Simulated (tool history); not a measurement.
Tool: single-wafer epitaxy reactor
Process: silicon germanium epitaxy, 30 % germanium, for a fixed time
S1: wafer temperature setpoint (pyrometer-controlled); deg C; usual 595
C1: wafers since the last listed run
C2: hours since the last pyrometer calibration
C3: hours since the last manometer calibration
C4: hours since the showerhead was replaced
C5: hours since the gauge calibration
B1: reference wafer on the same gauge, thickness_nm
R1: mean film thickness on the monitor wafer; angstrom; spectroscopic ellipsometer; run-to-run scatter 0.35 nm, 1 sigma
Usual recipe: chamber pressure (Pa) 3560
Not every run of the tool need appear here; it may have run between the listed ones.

{"run": 1, "hour": 0.0, "S1": 590, "chamber pressure (Pa)": 3560, "C1": 0, "C2": 1256.5, "C3": 743.6, "C4": 4429.3, "C5": 735.5, "B1": 56.512, "R1": 580.2}
{"run": 2, "hour": 35.1, "S1": 595, "chamber pressure (Pa)": 3160, "C1": 642, "C2": 1291.6, "C3": 778.7, "C4": 4464.4, "C5": 770.6, "B1": 56.48, "R1": 604.69}
{"run": 3, "hour": 59.2, "S1": 595, "chamber pressure (Pa)": 3106, "C1": 440, "C2": 1315.7, "C3": 802.8, "C4": 4488.5, "C5": 794.7, "B1": 56.528, "R1": 592.91}
{"run": 4, "hour": 90.1, "S1": 595, "chamber pressure (Pa)": 3106, "C1": 565, "C2": 1346.6, "C3": 833.7, "C4": 4519.4, "C5": 825.6, "B1": 56.573, "R1": 596.57}
{"run": 5, "hour": 109.1, "S1": 595, "chamber pressure (Pa)": 3560, "C1": 347, "C2": 1365.6, "C3": 852.7, "C4": 4538.4, "C5": 844.6, "B1": 56.524, "R1": 650.94}
{"run": 6, "hour": 128.3, "S1": 595, "chamber pressure (Pa)": 2960, "C1": 351, "C2": 1384.8, "C3": 871.9, "C4": 4557.6, "C5": 863.8, "B1": 56.495, "R1": 574.82}
{"run": 7, "hour": 160.9, "S1": 595, "chamber pressure (Pa)": 2960, "C1": 596, "C2": 1417.4, "C3": 904.5, "C4": 4590.2, "C5": 896.4, "B1": 56.503, "R1": 577.01}
{"run": 8, "hour": 184.0, "S1": 595, "chamber pressure (Pa)": 3560, "C1": 422, "C2": 1440.5, "C3": 927.6, "C4": 4613.3, "C5": 919.5, "B1": 56.557, "R1": 654.7}
{"hour": 207.6, "done": "capacitance manometer re-zeroed and calibrated"}
{"run": 9, "hour": 208.1, "S1": 595, "chamber pressure (Pa)": 3560, "C1": 294, "C2": 1464.6, "C3": 0.5, "C4": 4637.4, "C5": 943.6, "B1": 56.509, "R1": 651.39}
{"hour": 242.9, "done": "pyrometer calibrated"}
{"run": 10, "hour": 243.4, "S1": 595, "chamber pressure (Pa)": 3746, "C1": 499, "C2": 0.5, "C3": 35.8, "C4": 4672.7, "C5": 978.9, "B1": 56.576, "R1": 624.36}
{"run": 11, "hour": 266.2, "S1": 595, "chamber pressure (Pa)": 3746, "C1": 417, "C2": 23.3, "C3": 58.6, "C4": 4695.5, "C5": 1001.7, "B1": 56.553, "R1": 619.99}
{"run": 12, "hour": 293.8, "S1": 595, "chamber pressure (Pa)": 3746, "C1": 504, "C2": 50.9, "C3": 86.2, "C4": 4723.1, "C5": 1029.3, "B1": 56.47, "R1": 626.49}
{"run": 13, "hour": 326.1, "S1": 595, "chamber pressure (Pa)": 3560, "C1": 590, "C2": 83.2, "C3": 118.5, "C4": 4755.4, "C5": 1061.6, "B1": 56.463, "R1": 608.92}
{"hour": 357.8, "done": "showerhead replaced, of another model than before"}
{"run": 14, "hour": 422.9, "S1": 589, "chamber pressure (Pa)": 3560, "C1": 1624, "C2": 180.0, "C3": 215.3, "C4": 65.1, "C5": 1158.4, "B1": 56.479, "R1": 537.54}
{"run": 15, "hour": 455.4, "S1": 584, "chamber pressure (Pa)": 3306, "C1": 594, "C2": 212.5, "C3": 247.8, "C4": 97.6, "C5": 1190.9, "B1": 56.462, "R1": 450.01}
{"run": 16, "hour": 476.6, "S1": 600, "chamber pressure (Pa)": 3933, "C1": 387, "C2": 233.7, "C3": 269.0, "C4": 118.8, "C5": 1212.1, "B1": 56.463, "R1": 735.11}
{"run": 17, "hour": 505.3, "S1": 600, "chamber pressure (Pa)": 4186, "C1": 525, "C2": 262.4, "C3": 297.7, "C4": 147.5, "C5": 1240.8, "B1": 56.48, "R1": 783.28}
{"run": 18, "hour": 517.6, "S1": 584, "chamber pressure (Pa)": 3560, "C1": 225, "C2": 274.7, "C3": 310.0, "C4": 159.8, "C5": 1253.1, "B1": 56.424, "R1": 485.99}
{"hour": 548.1, "done": "gauge calibrated"}
{"run": 19, "hour": 552.3, "S1": 587, "chamber pressure (Pa)": 2680, "C1": 634, "C2": 309.4, "C3": 344.7, "C4": 194.5, "C5": 4.2, "B1": 56.505, "R1": 373.66}
{"run": 20, "hour": 616.5, "S1": 602, "chamber pressure (Pa)": 4040, "C1": 1174, "C2": 373.6, "C3": 408.9, "C4": 258.7, "C5": 68.4, "B1": 56.438, "R1": 795.96}
{"run": 21, "hour": 649.6, "S1": 585, "chamber pressure (Pa)": 4226, "C1": 605, "C2": 406.7, "C3": 442.0, "C4": 291.8, "C5": 101.5, "B1": 56.474, "R1": 573.84}
{"run": 22, "hour": 677.2, "S1": 589, "chamber pressure (Pa)": 4280, "C1": 504, "C2": 434.3, "C3": 469.6, "C4": 319.4, "C5": 129.1, "B1": 56.53, "R1": 635.98}
{"run": 23, "hour": 710.4, "S1": 595, "chamber pressure (Pa)": 3560, "C1": 607, "C2": 467.5, "C3": 502.8, "C4": 352.6, "C5": 162.3, "B1": 56.54, "R1": 625.03}
{"run": 24, "hour": 728.3, "S1": 585, "chamber pressure (Pa)": 2973, "C1": 327, "C2": 485.4, "C3": 520.7, "C4": 370.5, "C5": 180.2, "B1": 56.495, "R1": 410.31}
{"run": 25, "hour": 745.9, "S1": 601, "chamber pressure (Pa)": 4360, "C1": 322, "C2": 503.0, "C3": 538.3, "C4": 388.1, "C5": 197.8, "B1": 56.535, "R1": 839.61}

Run 26 has not been measured yet. What should we expect?
{"run": 26, "hour": 778.1, "S1": 589, "chamber pressure (Pa)": 3986, "C1": 589, "C2": 535.2, "C3": 570.5, "C4": 420.3, "C5": 230.0, "B1": "?", "R1": "?"}

{"run 26": {"B1": 56.482, "R1": 598.3}}
With the hidden condition absent and the run-to-run variation left alone, this run would have shown R1 581.10 angstrom.

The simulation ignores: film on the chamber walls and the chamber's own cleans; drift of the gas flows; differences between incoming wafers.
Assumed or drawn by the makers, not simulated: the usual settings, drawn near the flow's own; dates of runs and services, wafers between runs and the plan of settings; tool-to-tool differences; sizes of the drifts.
